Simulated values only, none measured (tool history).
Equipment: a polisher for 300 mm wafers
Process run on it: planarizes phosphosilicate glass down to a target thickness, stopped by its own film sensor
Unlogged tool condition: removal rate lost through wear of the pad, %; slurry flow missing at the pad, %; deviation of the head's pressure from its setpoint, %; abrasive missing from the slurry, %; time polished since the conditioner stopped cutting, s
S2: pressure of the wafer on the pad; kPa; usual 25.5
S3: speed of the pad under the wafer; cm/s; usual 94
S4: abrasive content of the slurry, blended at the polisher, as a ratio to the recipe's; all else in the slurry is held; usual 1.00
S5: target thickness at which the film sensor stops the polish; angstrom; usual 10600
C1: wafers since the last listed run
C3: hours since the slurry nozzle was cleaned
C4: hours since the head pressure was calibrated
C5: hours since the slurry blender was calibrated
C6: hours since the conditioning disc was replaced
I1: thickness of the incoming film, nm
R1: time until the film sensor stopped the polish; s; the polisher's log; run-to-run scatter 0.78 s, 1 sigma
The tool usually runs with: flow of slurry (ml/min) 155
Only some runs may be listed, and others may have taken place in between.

{"run": 1, "hour": 0.0, "flow of slurry (ml/min)": 155, "S2": 25.5, "S3": 94, "S4": 1.0, "S5": 10600, "C1": 0, "wafers polished on this pad": 1425, "C3": 539.6, "C4": 47.7, "C5": 41.0, "C6": 61.5, "I1": 1678.3, "R1": 66.2}
{"run": 2, "hour": 25.1, "flow of slurry (ml/min)": 155, "S2": 25.5, "S3": 94, "S4": 1.0, "S5": 10600, "C1": 246, "wafers polished on this pad": 1672, "C3": 564.7, "C4": 72.8, "C5": 66.1, "C6": 86.6, "I1": 1676.0, "R1": 66.3}
{"hour": 39.5, "done": "worn pad replaced by a new one"}
{"run": 3, "hour": 53.5, "flow of slurry (ml/min)": 155, "S2": 25.5, "S3": 94, "S4": 1.0, "S5": 10600, "C1": 239, "wafers polished on this pad": 138, "C3": 593.1, "C4": 101.2, "C5": 94.5, "C6": 115.0, "I1": 1658.5, "R1": 64.5}
{"run": 4, "hour": 72.6, "flow of slurry (ml/min)": 155, "S2": 25.5, "S3": 110, "S4": 1.0, "S5": 10600, "C1": 187, "wafers polished on this pad": 325, "C3": 612.2, "C4": 120.3, "C5": 113.6, "C6": 134.1, "I1": 1674.9, "R1": 59.5}
{"run": 5, "hour": 93.3, "flow of slurry (ml/min)": 155, "S2": 25.5, "S3": 110, "S4": 1.0, "S5": 10600, "C1": 203, "wafers polished on this pad": 529, "C3": 632.9, "C4": 141.0, "C5": 134.3, "C6": 154.8, "I1": 1676.3, "R1": 58.7}
{"run": 6, "hour": 113.7, "flow of slurry (ml/min)": 155, "S2": 25.5, "S3": 94, "S4": 1.0, "S5": 10600, "C1": 200, "wafers polished on this pad": 729, "C3": 653.3, "C4": 161.4, "C5": 154.7, "C6": 175.2, "I1": 1675.6, "R1": 66.4}
{"run": 7, "hour": 145.9, "flow of slurry (ml/min)": 155, "S2": 25.5, "S3": 94, "S4": 1.0, "S5": 10600, "C1": 316, "wafers polished on this pad": 1045, "C3": 685.5, "C4": 193.6, "C5": 186.9, "C6": 207.4, "I1": 1647.2, "R1": 63.7}
{"hour": 153.9, "done": "slurry blender recalibrated"}
{"hour": 157.0, "done": "conditioning disc replaced and pad reconditioned"}
{"run": 8, "hour": 178.7, "flow of slurry (ml/min)": 155, "S2": 25.5, "S3": 94, "S4": 1.0, "S5": 10600, "C1": 282, "wafers polished on this pad": 1328, "C3": 718.3, "C4": 226.4, "C5": 24.8, "C6": 21.7, "I1": 1676.3, "R1": 70.1}
{"run": 9, "hour": 201.2, "flow of slurry (ml/min)": 155, "S2": 18.6, "S3": 94, "S4": 1.2, "S5": 9070, "C1": 221, "wafers polished on this pad": 1549, "C3": 740.8, "C4": 248.9, "C5": 47.3, "C6": 44.2, "I1": 1687.1, "R1": 106.6}
{"hour": 224.9, "done": "worn pad replaced by a new one"}
{"run": 10, "hour": 231.7, "flow of slurry (ml/min)": 155, "S2": 25.5, "S3": 94, "S4": 1.0, "S5": 10600, "C1": 260, "wafers polished on this pad": 67, "C3": 771.3, "C4": 279.4, "C5": 77.8, "C6": 74.7, "I1": 1642.2, "R1": 66.1}
{"hour": 238.8, "done": "slurry nozzle cleaned"}
{"run": 11, "hour": 267.1, "flow of slurry (ml/min)": 155, "S2": 31.7, "S3": 94, "S4": 1.0, "S5": 10600, "C1": 337, "wafers polished on this pad": 404, "C3": 28.3, "C4": 314.8, "C5": 113.2, "C6": 110.1, "I1": 1657.8, "R1": 55.9}
{"hour": 359.7, "done": "slurry blender recalibrated"}
{"run": 12, "hour": 360.2, "flow of slurry (ml/min)": 155, "S2": 25.5, "S3": 94, "S4": 1.0, "S5": 10600, "C1": 894, "wafers polished on this pad": 1299, "C3": 121.4, "C4": 407.9, "C5": 0.5, "C6": 203.2, "I1": 1668.2, "R1": 70.4}
{"hour": 373.2, "done": "conditioning disc replaced and pad reconditioned"}
{"run": 13, "hour": 377.2, "flow of slurry (ml/min)": 155, "S2": 28.3, "S3": 94, "S4": 1.0, "S5": 10600, "C1": 147, "wafers polished on this pad": 1447, "C3": 138.4, "C4": 424.9, "C5": 17.5, "C6": 4.0, "I1": 1645.7, "R1": 60.8}
{"hour": 380.0, "done": "head pressure recalibrated"}
{"run": 14, "hour": 397.2, "flow of slurry (ml/min)": 185, "S2": 21.4, "S3": 116, "S4": 1.0, "S5": 10600, "C1": 176, "wafers polished on this pad": 1624, "C3": 158.4, "C4": 17.2, "C5": 37.5, "C6": 24.0, "I1": 1657.2, "R1": 61.8}
{"hour": 418.2, "done": "worn pad replaced by a new one"}
{"run": 15, "hour": 421.2, "flow of slurry (ml/min)": 155, "S2": 25.5, "S3": 94, "S4": 1.0, "S5": 10600, "C1": 196, "wafers polished on this pad": 29, "C3": 182.4, "C4": 41.2, "C5": 61.5, "C6": 48.0, "I1": 1680.9, "R1": 65.1}
{"run": 16, "hour": 442.0, "flow of slurry (ml/min)": 180, "S2": 18.6, "S3": 106, "S4": 1.1, "S5": 10600, "C1": 204, "wafers polished on this pad": 234, "C3": 203.2, "C4": 62.0, "C5": 82.3, "C6": 68.8, "I1": 1687.3, "R1": 77.9}
{"run": 17, "hour": 465.8, "flow of slurry (ml/min)": 155, "S2": 21.4, "S3": 108, "S4": 1.2, "S5": 12220, "C1": 233, "wafers polished on this pad": 467, "C3": 227.0, "C4": 85.8, "C5": 106.1, "C6": 92.6, "I1": 1676.1, "R1": 46.8}
{"run": 18, "hour": 500.6, "flow of slurry (ml/min)": 155, "S2": 21.4, "S3": 94, "S4": 0.9, "S5": 11550, "C1": 341, "wafers polished on this pad": 809, "C3": 261.8, "C4": 120.6, "C5": 140.9, "C6": 127.4, "I1": 1658.2, "R1": 69.9}
{"run": 19, "hour": 524.6, "flow of slurry (ml/min)": 155, "S2": 21.4, "S3": 124, "S4": 1.25, "S5": 10600, "C1": 235, "wafers polished on this pad": 1045, "C3": 285.8, "C4": 144.6, "C5": 164.9, "C6": 151.4, "I1": 1682.8, "R1": 56.3}
{"run": 20, "hour": 537.5, "flow of slurry (ml/min)": 155, "S2": 19.3, "S3": 94, "S4": 0.9, "S5": 10600, "C1": 126, "wafers polished on this pad": 1172, "C3": 298.7, "C4": 157.5, "C5": 177.8, "C6": 164.3, "I1": 1648.5, "R1": 91.2}
{"hour": 563.1, "done": "slurry blender recalibrated"}
{"run": 21, "hour": 567.4, "flow of slurry (ml/min)": 115, "S2": 25.5, "S3": 94, "S4": 1.0, "S5": 12050, "C1": 274, "wafers polished on this pad": 1446, "C3": 328.6, "C4": 187.4, "C5": 4.3, "C6": 194.2, "I1": 1638.3, "R1": 51.0}
{"hour": 571.8, "done": "conditioning disc replaced and pad reconditioned"}
{"run": 22, "hour": 598.2, "flow of slurry (ml/min)": 155, "S2": 25.5, "S3": 94, "S4": 1.0, "S5": 10600, "C1": 282, "wafers polished on this pad": 1729, "C3": 359.4, "C4": 218.2, "C5": 35.1, "C6": 26.4, "I1": 1652.0, "R1": 66.6}
{"hour": 606.2, "done": "worn pad replaced by a new one"}
{"run": 23, "hour": 627.0, "flow of slurry (ml/min)": 155, "S2": 25.5, "S3": 94, "S4": 1.0, "S5": 10600, "C1": 243, "wafers polished on this pad": 204, "C3": 388.2, "C4": 247.0, "C5": 63.9, "C6": 55.2, "I1": 1657.0, "R1": 66.3}
{"run": 24, "hour": 651.2, "flow of slurry (ml/min)": 155, "S2": 25.5, "S3": 64, "S4": 1.3, "S5": 10600, "C1": 237, "wafers polished on this pad": 442, "C3": 412.4, "C4": 271.2, "C5": 88.1, "C6": 79.4, "I1": 1675.2, "R1": 78.3}

List, for all runs, the conditions of the tool that the log does not record:
removal rate lost through wear of the pad, %: 0 at every run
slurry flow missing at the pad, %: 0 at every run
abrasive missing from the slurry, %: 0 at every run
time polished since the conditioner stopped cutting, s: 0 at every run
H1: deviation of the head's pressure from its setpoint, %
run=1 H1=-1.54
run=2 H1=-2.14
run=3 H1=-2.81
run=4 H1=-3.27
run=5 H1=-3.76
run=6 H1=-4.25
run=7 H1=-5.02
run=8 H1=-5.8
run=9 H1=-6.34
run=10 H1=-7.06
run=11 H1=-7.91
run=12 H1=-10.1
run=13 H1=-10.5
run=14 H1=-0.566
run=15 H1=-1.14
run=16 H1=-1.63
run=17 H1=-2.2
run=18 H1=-3.03
run=19 H1=-3.6
run=20 H1=-3.91
run=21 H1=-4.62
run=22 H1=-5.36
run=23 H1=-6.04
run=24 H1=-6.62
